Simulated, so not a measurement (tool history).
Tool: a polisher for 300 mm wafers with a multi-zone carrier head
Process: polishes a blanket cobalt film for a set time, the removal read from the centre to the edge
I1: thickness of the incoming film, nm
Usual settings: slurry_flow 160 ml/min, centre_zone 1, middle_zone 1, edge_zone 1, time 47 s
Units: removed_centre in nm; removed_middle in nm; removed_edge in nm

{"run": 1, "hour": 0.0, "slurry_flow": 160, "centre_zone": 1, "middle_zone": 1, "edge_zone": 1, "time": 47, "I1": 681, "removed_centre": 211.3, "removed_middle": 213.9, "removed_edge": 215.3}
{"run": 2, "hour": 51.4, "slurry_flow": 160, "centre_zone": 1, "middle_zone": 1, "edge_zone": 1, "time": 47, "I1": 690.2, "removed_centre": 210.5, "removed_middle": 209.8, "removed_edge": 215.5}
{"run": 3, "hour": 80.1, "slurry_flow": 160, "centre_zone": 1, "middle_zone": 1, "edge_zone": 1, "time": 47, "I1": 671.3, "removed_centre": 205.8, "removed_middle": 209.7, "removed_edge": 213}
{"hour": 171.7, "done": "edge zone pressure recalibrated"}
{"hour": 172.0, "done": "slurry nozzle cleaned"}
{"hour": 206.7, "done": "worn pad replaced by a new one"}
{"run": 4, "hour": 232.0, "slurry_flow": 160, "centre_zone": 1, "middle_zone": 1, "edge_zone": 0.96, "time": 47, "I1": 685.2, "removed_centre": 213.9, "removed_middle": 218.3, "removed_edge": 210.1}
{"run": 5, "hour": 289.6, "slurry_flow": 160, "centre_zone": 1, "middle_zone": 1, "edge_zone": 0.96, "time": 47, "I1": 682.8, "removed_centre": 210.6, "removed_middle": 212.6, "removed_edge": 210.8}
{"run": 6, "hour": 338.2, "slurry_flow": 160, "centre_zone": 1, "middle_zone": 1, "edge_zone": 1, "time": 47, "I1": 686, "removed_centre": 206.2, "removed_middle": 208.1, "removed_edge": 208.7}
{"hour": 452.2, "done": "slurry nozzle cleaned"}
{"hour": 463.8, "done": "worn pad replaced by a new one"}
{"hour": 475.8, "done": "carrier head's membrane replaced by a new one, of another model than before"}
{"run": 7, "hour": 488.4, "slurry_flow": 160, "centre_zone": 1, "middle_zone": 1, "edge_zone": 1, "time": 47, "I1": 676.2, "removed_centre": 212.5, "removed_middle": 218.5, "removed_edge": 219.3}
{"run": 8, "hour": 532.6, "slurry_flow": 160, "centre_zone": 1, "middle_zone": 1, "edge_zone": 1, "time": 47, "I1": 688.5, "removed_centre": 209.3, "removed_middle": 216.2, "removed_edge": 212.8}
{"hour": 583.9, "done": "edge zone pressure recalibrated"}
{"run": 9, "hour": 596.8, "slurry_flow": 160, "centre_zone": 1, "middle_zone": 1, "edge_zone": 1, "time": 47, "I1": 691.8, "removed_centre": 206.2, "removed_middle": 209.1, "removed_edge": 211.4}
{"run": 10, "hour": 666.1, "slurry_flow": 160, "centre_zone": 1, "middle_zone": 1, "edge_zone": 1, "time": 47, "I1": 686.2, "removed_centre": 201.7, "removed_middle": 204.4, "removed_edge": 206.3}
{"hour": 681.1, "done": "slurry nozzle cleaned"}
{"run": 11, "hour": 722.3, "slurry_flow": 130, "centre_zone": 1, "middle_zone": 1, "edge_zone": 1, "time": 47, "I1": 685.7, "removed_centre": 202.9, "removed_middle": 209.1, "removed_edge": 210.5}
{"hour": 737.2, "done": "worn pad replaced by a new one"}
{"run": 12, "hour": 762.4, "slurry_flow": 125, "centre_zone": 1, "middle_zone": 1, "edge_zone": 1.09, "time": 47, "I1": 682.4, "removed_centre": 196.5, "removed_middle": 201.5, "removed_edge": 214.4}
{"run": 13, "hour": 830.1, "slurry_flow": 160, "centre_zone": 0.93, "middle_zone": 1, "edge_zone": 1, "time": 47, "I1": 679.3, "removed_centre": 197.2, "removed_middle": 212.3, "removed_edge": 212.8}
{"hour": 861.9, "done": "centre zone pressure recalibrated"}
{"run": 14, "hour": 882.9, "slurry_flow": 160, "centre_zone": 1, "middle_zone": 1, "edge_zone": 1, "time": 47, "I1": 692.9, "removed_centre": 202.1, "removed_middle": 205.8, "removed_edge": 210.8}
{"hour": 899.0, "done": "edge zone pressure recalibrated"}
{"hour": 918.0, "done": "slurry nozzle cleaned"}
{"run": 15, "hour": 953.4, "slurry_flow": 125, "centre_zone": 1, "middle_zone": 1.05, "edge_zone": 1.06, "time": 47, "I1": 686.1, "removed_centre": 197.7, "removed_middle": 208, "removed_edge": 209.6}
{"hour": 991.7, "done": "worn pad replaced by a new one"}
{"run": 16, "hour": 1016.9, "slurry_flow": 160, "centre_zone": 0.91, "middle_zone": 1, "edge_zone": 1, "time": 47, "I1": 680.9, "removed_centre": 195.9, "removed_middle": 213, "removed_edge": 210.5}
{"run": 17, "hour": 1074.6, "slurry_flow": 160, "centre_zone": 1, "middle_zone": 1, "edge_zone": 1, "time": 55, "I1": 674.7, "removed_centre": 239.8, "removed_middle": 243.4, "removed_edge": 246.4}
{"run": 18, "hour": 1131.5, "slurry_flow": 160, "centre_zone": 1, "middle_zone": 1, "edge_zone": 1, "time": 47, "I1": 676.9, "removed_centre": 200.5, "removed_middle": 202.9, "removed_edge": 208.9}
{"hour": 1165.5, "done": "slurry nozzle cleaned"}
{"run": 19, "hour": 1181.5, "slurry_flow": 160, "centre_zone": 1, "middle_zone": 1, "edge_zone": 1, "time": 47, "I1": 693.8, "removed_centre": 215.5, "removed_middle": 217, "removed_edge": 213.8}
{"run": 20, "hour": 1229.9, "slurry_flow": 160, "centre_zone": 1.1, "middle_zone": 1.1, "edge_zone": 0.95, "time": 31, "I1": 679.9, "removed_centre": 150, "removed_middle": 149.5, "removed_edge": 137.8}
{"hour": 1242.2, "done": "worn pad replaced by a new one"}
{"run": 21, "hour": 1256.2, "slurry_flow": 160, "centre_zone": 0.89, "middle_zone": 1, "edge_zone": 1, "time": 54, "I1": 678.4, "removed_centre": 221.5, "removed_middle": 247.6, "removed_edge": 247.2}
{"hour": 1299.2, "done": "edge zone pressure recalibrated"}
{"run": 22, "hour": 1316.9, "slurry_flow": 160, "centre_zone": 1, "middle_zone": 1, "edge_zone": 1, "time": 57, "I1": 685.1, "removed_centre": 251.7, "removed_middle": 255.1, "removed_edge": 258}

What the log doesn't show, run by run:
removal rate lost through wear of the pad, %: 0 in every run
deviation of the centre zone's pressure from its setpoint, %: 0 in every run
deviation of the edge zone's pressure from its setpoint, %: 0 in every run
H1: slurry flow missing at the pad, %
run=1 H1=10.1
run=2 H1=15.3
run=3 H1=18.2
run=4 H1=6.37
run=5 H1=12.2
run=6 H1=17.1
run=7 H1=7.3
run=8 H1=11.8
run=9 H1=18.2
run=10 H1=25.2
run=11 H1=5.91
run=12 H1=9.95
run=13 H1=16.8
run=14 H1=22.1
run=15 H1=9.36
run=16 H1=15.8
run=17 H1=21.6
run=18 H1=27.3
run=19 H1=2.49
run=20 H1=7.37
run=21 H1=10
run=22 H1=16.1
